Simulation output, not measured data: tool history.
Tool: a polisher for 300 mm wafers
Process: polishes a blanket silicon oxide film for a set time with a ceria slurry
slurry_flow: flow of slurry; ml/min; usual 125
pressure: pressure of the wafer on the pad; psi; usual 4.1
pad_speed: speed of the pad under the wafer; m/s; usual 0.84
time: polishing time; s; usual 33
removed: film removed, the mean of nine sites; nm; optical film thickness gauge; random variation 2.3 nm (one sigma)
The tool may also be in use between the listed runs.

run     day  slurry_flow  pressure  pad_speed  time  wafers since the last listed run  wafers polished on this pad  hours since the slurry nozzle was cleaned  hours since the head pressure was calibrated  incoming thickness of the incoming film, nm  removed
  1   0.000          125       4.1       0.84    33                                 0                          152                                      181.3                                         734.5                                       1831.5    159.5
  2   4.167          125       4.1       0.84    33                               672                          824                                      281.3                                         834.5                                       1805.1    149.4
  3   4.896          125       4.1       0.84    33                               117                          942                                      298.8                                         852.0                                       1805.3    145.5
  4   5.525          125       4.1       0.84    33                               101                         1044                                      313.9                                         867.1                                       1798.9    149.1
      6.433  -- worn pad replaced by a new one
  5   6.638          125       4.1       0.84    33                               152                           32                                      340.6                                         893.8                                       1797.1    159.4
  6   7.775          150       4.1       0.84    36                               183                          216                                      367.9                                         921.1                                       1818.5    177.4
  7   8.858          150       4.1       0.84    36                               174                          391                                      393.9                                         947.1                                       1807.6    174.3
  8   9.883          125       4.5       1.06    33                               165                          556                                      418.5                                         971.7                                       1781.8    199.2
  9  11.050          125       4.1       0.84    33                               188                          744                                      446.5                                         999.7                                       1779.1    144.8
 10  11.575          125       4.1       0.84    33                                84                          829                                      459.1                                        1012.3                                       1811.4    140.0
 11  12.688          125       4.1       0.84    33                               179                         1008                                      485.8                                        1039.0                                       1805.7    139.3
 12  14.062          125       3.1       1.08    33                               221                         1230                                      518.8                                        1072.0                                       1812.4    127.3
 13  14.854          125       3.1       1.08    33                               127                         1358                                      537.8                                        1091.0                                       1818.4    122.8
     15.158  -- slurry nozzle cleaned
     15.475  -- worn pad replaced by a new one
 14  15.738          125       4.1       0.84    33                               108                           42                                       13.9                                        1112.2                                       1811.5    163.6
     16.725  -- head pressure recalibrated
 15  17.083          125       4.1       0.84    33                               203                          245                                       46.2                                           8.6                                       1817.8    159.9
 16  17.692          125       3.5       0.84    33                                98                          344                                       60.8                                          23.2                                       1816.0    134.9
 17  18.975          155       3.4       0.98    41                               207                          551                                       91.6                                          54.0                                       1827.1    196.6
 18  20.296          145       4.1       0.84    33                               213                          764                                      123.3                                          85.7                                       1794.7    160.2
 19  21.417          135       4.1       0.84    39                               180                          945                                      150.2                                         112.6                                       1825.3    180.6
 20  22.775           90       4.1       0.84    33                               219                         1164                                      182.8                                         145.2                                       1797.4    132.0
 21  23.404          125       4.1       0.84    33                               101                         1265                                      197.9                                         160.3                                       1817.0    142.7
     24.533  -- worn pad replaced by a new one
 22  24.683          125       4.1       0.84    33                               179                           24                                      228.6                                         191.0                                       1829.3    160.9
 23  26.046          125       4.1       0.84    38                               219                          244                                      261.3                                         223.7                                       1813.1    176.4
 24  26.675          125       4.1       0.56    42                               101                          345                                      276.4                                         238.8                                       1827.9    137.0
 25  28.158          125       4.1       1.08    33                               239                          585                                      312.0                                         274.4                                       1779.3    188.7
 26  29.225          125       4.1       0.84    39                               172                          757                                      337.6                                         300.0                                       1801.1    171.4
 27  29.796          125       5.4       0.64    33                                92                          849                                      351.3                                         313.7                                       1836.1    147.7
 28  30.688          125       4.1       1.10    43                               143                          993                                      372.7                                         335.1                                       1820.2    235.5
 29  32.150          125       4.1       0.84    33                               236                         1229                                      407.8                                         370.2                                       1833.1    139.1
     32.404  -- worn pad replaced by a new one
 30  33.171          140       4.1       1.02    44                               137                          123                                      432.3                                         394.7                                       1789.9    245.8
 31  33.738          125       4.1       0.84    33                                91                          215                                      445.9                                         408.3                                       1779.8    145.4
 32  34.454          125       4.1       0.84    33                               115                          330                                      463.1                                         425.5                                       1820.3    145.8
 33  35.775          125       4.1       0.84    33                               213                          543                                      494.8                                         457.2                                       1811.0    142.1
 34  36.342          105       4.1       0.84    33                                91                          635                                      508.4                                         470.8                                       1820.0    127.4
 35  37.808          155       4.1       0.84    22                               236                          871                                      543.6                                         506.0                                       1788.1     94.7
 36  38.425          100       5.0       0.94    27                                99                          971                                      558.4                                         520.8                                       1808.4    130.4
 37  39.725          140       3.0       1.00    23                               209                         1181                                      589.6                                         552.0                                       1810.6     77.5

Forecast each of these 4 alternatives for the next run:
  A  39.742          125       4.1       0.84    33                                 2                         1183                                      590.0                                         552.4                                       1794.8        ?
  B  39.742          110       4.1       1.02    33                                 2                         1183                                      590.0                                         552.4                                       1794.8        ?
  C  39.742          145       4.1       0.84    26                                 2                         1183                                      590.0                                         552.4                                       1794.8        ?
  D  39.742          125       3.1       1.14    33                                 2                         1183                                      590.0                                         552.4                                       1794.8        ?

run  removed
  A    125.5
  B    141.2
  C    104.7
  D    125.2
Without the tool's hidden state the same runs would have given:
run  removed
  A    174.9
  B    202.1
  C    142.1
  D    174.4
